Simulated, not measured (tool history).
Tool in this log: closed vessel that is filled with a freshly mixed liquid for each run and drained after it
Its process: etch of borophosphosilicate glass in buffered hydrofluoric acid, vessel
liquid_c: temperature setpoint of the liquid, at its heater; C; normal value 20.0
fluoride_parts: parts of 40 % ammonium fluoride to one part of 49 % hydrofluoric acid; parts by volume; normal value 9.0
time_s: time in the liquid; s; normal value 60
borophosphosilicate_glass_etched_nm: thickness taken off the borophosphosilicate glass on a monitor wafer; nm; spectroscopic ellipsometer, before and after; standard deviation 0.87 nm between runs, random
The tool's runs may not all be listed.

run	hour	liquid_c	fluoride_parts	time_s	wafers since the last listed run	hours since the thermometer was replaced	hours since the hydrofluoric acid flow meter was replaced	hours since the gauge calibration	read-back film thickness of the borophosphosilicate glass reference wafer, read on the same gauge (nm)	borophosphosilicate_glass_etched_nm
1	0.0	20.0	9.0	50	0	522.9	2267.6	581.4	149.99	114.08
2	8.0	20.0	9.0	50	927	530.9	2275.6	589.4	150.03	113.75
# hour 14.5: hydrofluoric acid flow meter replaced
3	15.6	20.0	9.0	60	765	538.5	1.1	597.0	149.99	157.24
4	28.3	20.0	9.0	60	1472	551.2	13.8	609.7	149.99	157.96
# hour 31.6: gauge calibrated
5	36.6	23.5	9.0	55	962	559.5	22.1	5.0	149.99	173.84
6	49.7	23.5	9.0	55	1518	572.6	35.2	18.1	150.01	174.86
7	64.9	20.0	12.0	60	1761	587.8	50.4	33.3	149.98	121.20
# hour 77.3: thermometer replaced
8	80.8	18.5	10.0	80	1727	3.5	66.3	49.2	150.03	188.49
9	93.8	18.0	7.0	45	1506	16.5	79.3	62.2	150.01	144.35
10	128.5	20.0	9.0	45	4022	51.2	114.0	96.9	150.02	122.13
11	136.9	20.0	9.0	60	973	59.6	122.4	105.3	149.99	162.05
12	152.9	25.0	10.5	45	1854	75.6	138.4	121.3	150.02	142.91
13	165.1	20.0	7.0	75	1414	87.8	150.6	133.5	150.02	265.92
14	182.7	17.0	7.0	40	2040	105.4	168.2	151.1	149.97	120.33
15	189.7	20.0	9.0	60	811	112.4	175.2	158.1	149.97	162.01
16	199.4	24.0	7.0	45	1124	122.1	184.9	167.8	150.02	198.49
17	214.7	17.0	7.0	60	1773	137.4	200.2	183.1	150.00	178.37
18	229.4	17.0	9.0	30	1703	152.1	214.9	197.8	149.98	68.63
19	235.5	23.0	6.0	60	707	158.2	221.0	203.9	150.00	285.50
20	245.9	20.0	9.0	60	1205	168.6	231.4	214.3	150.01	162.26
21	259.3	20.0	5.5	60	1553	182.0	244.8	227.7	149.97	260.32
22	274.6	23.5	12.0	95	1773	197.3	260.1	243.0	149.97	238.33
23	285.5	17.0	7.0	60	1263	208.2	271.0	253.9	149.99	178.69

Predict the results of run 24:
24	297.1	20.0	9.0	60	1344	219.8	282.6	265.5	?	?

{"run 24": {"read-back film thickness of the borophosphosilicate glass reference wafer, read on the same gauge (nm)": 149.99, "borophosphosilicate_glass_etched_nm": 159.01}}
With the hidden condition absent and the run-to-run variation left alone, this run would have shown borophosphosilicate_glass_etched_nm 163.75 nm.
